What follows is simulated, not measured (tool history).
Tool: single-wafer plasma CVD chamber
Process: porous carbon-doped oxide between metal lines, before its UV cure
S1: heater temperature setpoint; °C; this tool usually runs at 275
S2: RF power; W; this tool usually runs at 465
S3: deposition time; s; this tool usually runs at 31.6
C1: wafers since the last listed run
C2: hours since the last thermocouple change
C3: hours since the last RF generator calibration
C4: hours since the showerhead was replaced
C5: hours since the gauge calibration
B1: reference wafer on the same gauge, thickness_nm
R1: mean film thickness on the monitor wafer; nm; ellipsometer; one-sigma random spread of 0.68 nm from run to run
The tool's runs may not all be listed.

run 1 day=0.000 | S1=275 S2=465 S3=31.6 | C1=0 C2=1150.5 C3=1927.2 C4=6506.7 C5=65.5 | B1=185.512 | R1=186.094
run 2 day=1.375 | S1=275 S2=465 S3=31.6 | C1=556 C2=1183.5 C3=1960.2 C4=6539.7 C5=98.5 | B1=185.267 | R1=185.362
run 3 day=1.883 | S1=275 S2=465 S3=26.9 | C1=205 C2=1195.7 C3=1972.4 C4=6551.9 C5=110.7 | B1=184.987 | R1=158.315
run 4 day=3.058 | S1=275 S2=465 S3=31.6 | C1=475 C2=1223.9 C3=2000.6 C4=6580.1 C5=138.9 | B1=184.420 | R1=184.913
run 5 day=4.042 | S1=275 S2=420 S3=31.6 | C1=398 C2=1247.5 C3=2024.2 C4=6603.7 C5=162.5 | B1=184.624 | R1=172.099
run 6 day=5.088 | S1=275 S2=420 S3=31.6 | C1=423 C2=1272.6 C3=2049.3 C4=6628.8 C5=187.6 | B1=184.319 | R1=172.950
run 7 day=6.350 | S1=275 S2=420 S3=31.6 | C1=511 C2=1302.9 C3=2079.6 C4=6659.1 C5=217.9 | B1=184.347 | R1=171.313
-- day=7.233 RF generator calibrated
run 8 day=7.254 | S1=263 S2=465 S3=31.6 | C1=231 C2=1324.6 C3=0.5 C4=6680.8 C5=239.6 | B1=184.276 | R1=199.925
run 9 day=8.571 | S1=263 S2=465 S3=31.6 | C1=533 C2=1356.2 C3=32.1 C4=6712.4 C5=271.2 | B1=184.215 | R1=200.623
-- day=9.221 showerhead replaced
run 10 day=9.658 | S1=275 S2=465 S3=31.6 | C1=305 C2=1382.3 C3=58.2 C4=10.5 C5=297.3 | B1=184.243 | R1=185.585
run 11 day=10.738 | S1=265 S2=550 S3=33.3 | C1=437 C2=1408.2 C3=84.1 C4=36.4 C5=323.2 | B1=184.182 | R1=231.313
-- day=11.175 gauge calibrated
run 12 day=11.246 | S1=288 S2=420 S3=31.6 | C1=205 C2=1420.4 C3=96.3 C4=48.6 C5=1.7 | B1=186.712 | R1=160.425
-- day=11.700 thermocouple changed; heater temperature recalibrated
run 13 day=11.862 | S1=280 S2=540 S3=25.7 | C1=114 C2=3.9 C3=111.1 C4=63.4 C5=16.5 | B1=186.460 | R1=161.962
run 14 day=12.608 | S1=264 S2=530 S3=37.4 | C1=302 C2=21.8 C3=129.0 C4=81.3 C5=34.4 | B1=186.347 | R1=257.051
run 15 day=13.579 | S1=275 S2=375 S3=27.4 | C1=393 C2=45.1 C3=152.3 C4=104.6 C5=57.7 | B1=185.737 | R1=138.904
run 16 day=14.638 | S1=287 S2=495 S3=35.6 | C1=428 C2=70.5 C3=177.7 C4=130.0 C5=83.1 | B1=185.526 | R1=202.307
run 17 day=15.175 | S1=271 S2=490 S3=31.6 | C1=217 C2=83.4 C3=190.6 C4=142.9 C5=96.0 | B1=185.464 | R1=196.324
run 18 day=16.217 | S1=275 S2=465 S3=31.6 | C1=421 C2=108.4 C3=215.6 C4=167.9 C5=121.0 | B1=185.345 | R1=186.052
run 19 day=17.554 | S1=290 S2=465 S3=31.6 | C1=541 C2=140.5 C3=247.7 C4=200.0 C5=153.1 | B1=185.111 | R1=168.580

Hidden state at the last listed run before each entry between runs and at the first one after, where it differs:
After run 7, before run 8: RF generator calibrated (day 7.233)
  gauge reads high (%): -1.41 -> -1.45
  difference, measured minus the result without the unlogged condition, R1: -2.458 -> -2.932 nm
After run 9, before run 10: showerhead replaced (day 9.221)
  gauge reads high (%): -1.48 -> -1.5
  difference, measured minus the result without the unlogged condition, R1: -3.013 -> -2.829 nm
After run 11, before run 12: gauge calibrated (day 11.175)
  gauge reads high (%): -1.52 -> -0.0681
  difference, measured minus the result without the unlogged condition, R1: -3.566 -> -0.110 nm
After run 12, before run 13: thermocouple changed; heater temperature recalibrated (day 11.700)
  gauge reads high (%): -0.0681 -> -0.24
  difference, measured minus the result without the unlogged condition, R1: -0.110 -> -0.389 nm
